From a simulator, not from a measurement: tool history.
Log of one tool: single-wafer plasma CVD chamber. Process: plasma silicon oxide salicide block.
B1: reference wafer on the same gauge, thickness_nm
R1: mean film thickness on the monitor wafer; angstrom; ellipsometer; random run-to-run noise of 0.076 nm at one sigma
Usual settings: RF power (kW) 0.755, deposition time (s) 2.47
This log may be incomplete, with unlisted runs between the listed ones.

{"run": 1, "hour": 0.0, "RF power (kW)": 0.755, "deposition time (s)": 2.47, "B1": 24.196, "R1": 261.2}
{"run": 2, "hour": 62.3, "RF power (kW)": 0.755, "deposition time (s)": 2.47, "B1": 24.161, "R1": 261.82}
{"run": 3, "hour": 108.0, "RF power (kW)": 0.755, "deposition time (s)": 2.47, "B1": 24.188, "R1": 261.47}
{"run": 4, "hour": 251.5, "RF power (kW)": 0.695, "deposition time (s)": 2.47, "B1": 24.202, "R1": 254.76}
{"run": 5, "hour": 304.6, "RF power (kW)": 0.755, "deposition time (s)": 2.47, "B1": 24.173, "R1": 260.76}
{"run": 6, "hour": 343.6, "RF power (kW)": 0.755, "deposition time (s)": 2.47, "B1": 24.187, "R1": 259.65}
{"hour": 410.1, "done": "showerhead replaced"}
{"run": 7, "hour": 412.9, "RF power (kW)": 0.755, "deposition time (s)": 2.47, "B1": 24.172, "R1": 258.74}
{"run": 8, "hour": 484.4, "RF power (kW)": 0.755, "deposition time (s)": 2.47, "B1": 24.188, "R1": 259.35}
{"run": 9, "hour": 545.7, "RF power (kW)": 0.755, "deposition time (s)": 2.47, "B1": 24.188, "R1": 261.07}
{"run": 10, "hour": 602.5, "RF power (kW)": 0.755, "deposition time (s)": 2.47, "B1": 24.192, "R1": 258.68}
{"run": 11, "hour": 654.9, "RF power (kW)": 0.755, "deposition time (s)": 2.47, "B1": 24.195, "R1": 259.52}
{"hour": 684.3, "done": "RF generator calibrated"}
{"run": 12, "hour": 719.4, "RF power (kW)": 0.755, "deposition time (s)": 2.47, "B1": 24.193, "R1": 265.1}
{"hour": 720.9, "done": "gauge calibrated"}
{"run": 13, "hour": 757.7, "RF power (kW)": 0.755, "deposition time (s)": 2.47, "B1": 24.197, "R1": 263.26}
{"run": 14, "hour": 824.6, "RF power (kW)": 0.81, "deposition time (s)": 1.99, "B1": 24.197, "R1": 216.58}
{"run": 15, "hour": 875.0, "RF power (kW)": 0.755, "deposition time (s)": 2.47, "B1": 24.212, "R1": 263.79}
{"run": 16, "hour": 905.5, "RF power (kW)": 0.755, "deposition time (s)": 2.47, "B1": 24.188, "R1": 263.13}
{"run": 17, "hour": 942.9, "RF power (kW)": 0.855, "deposition time (s)": 2.47, "B1": 24.195, "R1": 272.13}
{"run": 18, "hour": 988.7, "RF power (kW)": 0.755, "deposition time (s)": 2.29, "B1": 24.182, "R1": 243.95}
{"run": 19, "hour": 1015.4, "RF power (kW)": 0.875, "deposition time (s)": 2.12, "B1": 24.203, "R1": 235.76}
{"run": 20, "hour": 1062.3, "RF power (kW)": 0.89, "deposition time (s)": 2.9, "B1": 24.189, "R1": 324.0}
{"run": 21, "hour": 1118.9, "RF power (kW)": 0.645, "deposition time (s)": 2.69, "B1": 24.189, "R1": 273.05}
{"run": 22, "hour": 1178.2, "RF power (kW)": 0.895, "deposition time (s)": 2.81, "B1": 24.2, "R1": 316.93}

Run 23 comes next. What will it give?
{"run": 23, "hour": 1218.9, "RF power (kW)": 0.755, "deposition time (s)": 2.64, "B1": "?", "R1": "?"}

B1: 24.190
R1: 280.62 angstrom
Had the tool carried no hidden state, the very same run would have given R1 282.77 angstrom.
